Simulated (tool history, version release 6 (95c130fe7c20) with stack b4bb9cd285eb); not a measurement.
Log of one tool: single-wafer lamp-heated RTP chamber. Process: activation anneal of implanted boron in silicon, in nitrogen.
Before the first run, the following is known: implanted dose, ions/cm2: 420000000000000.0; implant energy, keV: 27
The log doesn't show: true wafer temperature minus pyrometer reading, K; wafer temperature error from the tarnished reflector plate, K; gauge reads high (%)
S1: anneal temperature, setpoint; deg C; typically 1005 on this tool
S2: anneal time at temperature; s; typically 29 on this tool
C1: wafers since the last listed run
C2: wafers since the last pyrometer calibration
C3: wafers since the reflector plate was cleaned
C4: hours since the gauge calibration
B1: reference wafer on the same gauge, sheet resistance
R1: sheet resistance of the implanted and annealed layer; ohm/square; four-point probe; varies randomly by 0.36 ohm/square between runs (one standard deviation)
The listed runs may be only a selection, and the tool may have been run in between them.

| run | day | S1 | S2 | C1 | C2 | C3 | C4 | B1 | R1 |
|---|---|---|---|---|---|---|---|---|---|
| 1 | 0 | 1005 | 29 | 0 | 388 | 5959 | 819.2 | 182.98 | 219.77 |
| 2 | 1.204 | 1021 | 29 | 557 | 945 | 6516 | 848.1 | 183 | 217.45 |
| 3 | 1.854 | 1005 | 18 | 300 | 1246 | 6817 | 863.7 | 182.99 | 220.25 |
| 4 | 2.492 | 1005 | 18 | 295 | 1541 | 7112 | 879 | 182.95 | 219.87 |
|  | 3.371 | reflector plate cleaned |
| 5 | 3.725 | 1011 | 21 | 416 | 1958 | 164 | 908.6 | 182.98 | 219.45 |
| 6 | 5.121 | 1005 | 29 | 646 | 2604 | 810 | 942.1 | 182.96 | 220.13 |
| 7 | 6.088 | 1012 | 36 | 447 | 3051 | 1257 | 965.3 | 182.99 | 218.72 |
| 8 | 6.617 | 1005 | 29 | 244 | 3296 | 1502 | 978 | 183.04 | 219.41 |
| 9 | 7.904 | 1005 | 29 | 595 | 3892 | 2098 | 1008.9 | 182.96 | 219.53 |
| 10 | 8.521 | 1005 | 29 | 285 | 4178 | 2384 | 1023.7 | 183.08 | 219.72 |
| 11 | 9.512 | 1005 | 29 | 459 | 4637 | 2843 | 1047.5 | 183.01 | 218.87 |
| 12 | 10.454 | 1005 | 29 | 435 | 5073 | 3279 | 1070.1 | 182.9 | 219.07 |
|  | 11.758 | pyrometer window cleaned and pyrometer calibrated |
| 13 | 12.538 | 1005 | 19 | 810 | 361 | 4089 | 1120.1 | 183.02 | 221.69 |
| 14 | 13.554 | 983 | 16 | 470 | 831 | 4559 | 1144.5 | 183.05 | 228.92 |
| 15 | 14.762 | 1005 | 18 | 559 | 1391 | 5119 | 1173.5 | 182.98 | 220.54 |
| 16 | 15.621 | 982 | 16 | 397 | 1788 | 5516 | 1194.1 | 182.87 | 227.13 |
| 17 | 16.604 | 1019 | 42 | 455 | 2243 | 5971 | 1217.7 | 182.91 | 216.19 |
| 18 | 17.408 | 1005 | 29 | 372 | 2615 | 6343 | 1237 | 183.11 | 219.4 |
| 19 | 18.258 | 1005 | 41 | 393 | 3009 | 6737 | 1257.4 | 182.93 | 217.82 |
| 20 | 19.558 | 1005 | 29 | 601 | 3611 | 7338 | 1288.6 | 183.04 | 218.46 |
|  | 20.858 | reflector plate cleaned |
|  | 21.392 | gauge calibrated |
| 21 | 23.125 | 977 | 23 | 1496 | 5107 | 1050 | 41.6 | 183.05 | 228.18 |
| 22 | 23.629 | 1005 | 29 | 233 | 5341 | 1283 | 53.7 | 182.88 | 218.86 |
| 23 | 24.454 | 1031 | 21 | 381 | 5722 | 1665 | 73.5 | 183 | 217.15 |
|  | 24.9 | pyrometer window cleaned and pyrometer calibrated |
| 24 | 25.408 | 1005 | 19 | 287 | 236 | 1952 | 96.4 | 183.04 | 221.68 |
| 25 | 26.538 | 1005 | 29 | 522 | 758 | 2475 | 123.5 | 182.99 | 220 |
| 26 | 27.983 | 1015 | 41 | 669 | 1428 | 3144 | 158.2 | 182.96 | 217.6 |
| 27 | 29.092 | 1024 | 24 | 513 | 1941 | 3657 | 184.8 | 183.04 | 217.53 |
| 28 | 30.092 | 982 | 34 | 462 | 2403 | 4120 | 208.8 | 182.97 | 224.22 |
| 29 | 30.596 | 1035 | 45 | 233 | 2637 | 4353 | 220.9 | 182.86 | 216.05 |
| 30 | 31.829 | 985 | 29 | 570 | 3208 | 4924 | 250.5 | 182.99 | 222.65 |
| 31 | 32.738 | 1005 | 29 | 420 | 3628 | 5345 | 272.3 | 182.98 | 219.18 |
| 32 | 33.712 | 997 | 29 | 451 | 4079 | 5796 | 295.7 | 183.04 | 219.86 |
| 33 | 35.108 | 1005 | 29 | 646 | 4725 | 6442 | 329.2 | 183.04 | 218.64 |
| 34 | 35.875 | 1022 | 29 | 354 | 5080 | 6797 | 347.6 | 182.91 | 217.02 |
| 35 | 37.1 | 1005 | 40 | 567 | 5647 | 7364 | 377 | 183.06 | 217.88 |
|  | 38.192 | reflector plate cleaned |
| 36 | 38.212 | 1031 | 21 | 360 | 6008 | 8 | 403.7 | 183.04 | 217.7 |

Exercise: give the hidden state of the tool at every run:
gauge reads high (%): 0 in every run
H1: true wafer temperature minus pyrometer reading, K
H2: wafer temperature error from the tarnished reflector plate, K
| run | H1 | H2 |
|---|---|---|
| 1 | 3.6 | 7.49 |
| 2 | 6.25 | 8.08 |
| 3 | 7.38 | 8.39 |
| 4 | 8.33 | 8.7 |
| 5 | 9.78 | 0.762 |
| 6 | 11 | 1.44 |
| 7 | 11.6 | 1.91 |
| 8 | 11.9 | 2.16 |
| 9 | 12.4 | 2.79 |
| 10 | 12.6 | 3.09 |
| 11 | 12.9 | 3.57 |
| 12 | 13.1 | 4.02 |
| 13 | 3.36 | 5.03 |
| 14 | 5.68 | 5.53 |
| 15 | 7.77 | 6.11 |
| 16 | 8.92 | 6.53 |
| 17 | 9.97 | 7 |
| 18 | 10.7 | 7.39 |
| 19 | 11.2 | 7.81 |
| 20 | 11.9 | 8.44 |
| 21 | 13 | 1.91 |
| 22 | 13.1 | 2.15 |
| 23 | 13.2 | 2.55 |
| 24 | 2.17 | 3.02 |
| 25 | 4.88 | 3.56 |
| 26 | 7.41 | 4.26 |
| 27 | 8.83 | 4.8 |
| 28 | 9.81 | 5.29 |
| 29 | 10.2 | 5.53 |
| 30 | 11 | 6.13 |
| 31 | 11.5 | 6.57 |
| 32 | 11.9 | 7.04 |
| 33 | 12.3 | 7.72 |
| 34 | 12.5 | 8.09 |
| 35 | 12.7 | 8.68 |
| 36 | 12.8 | 1.03 |
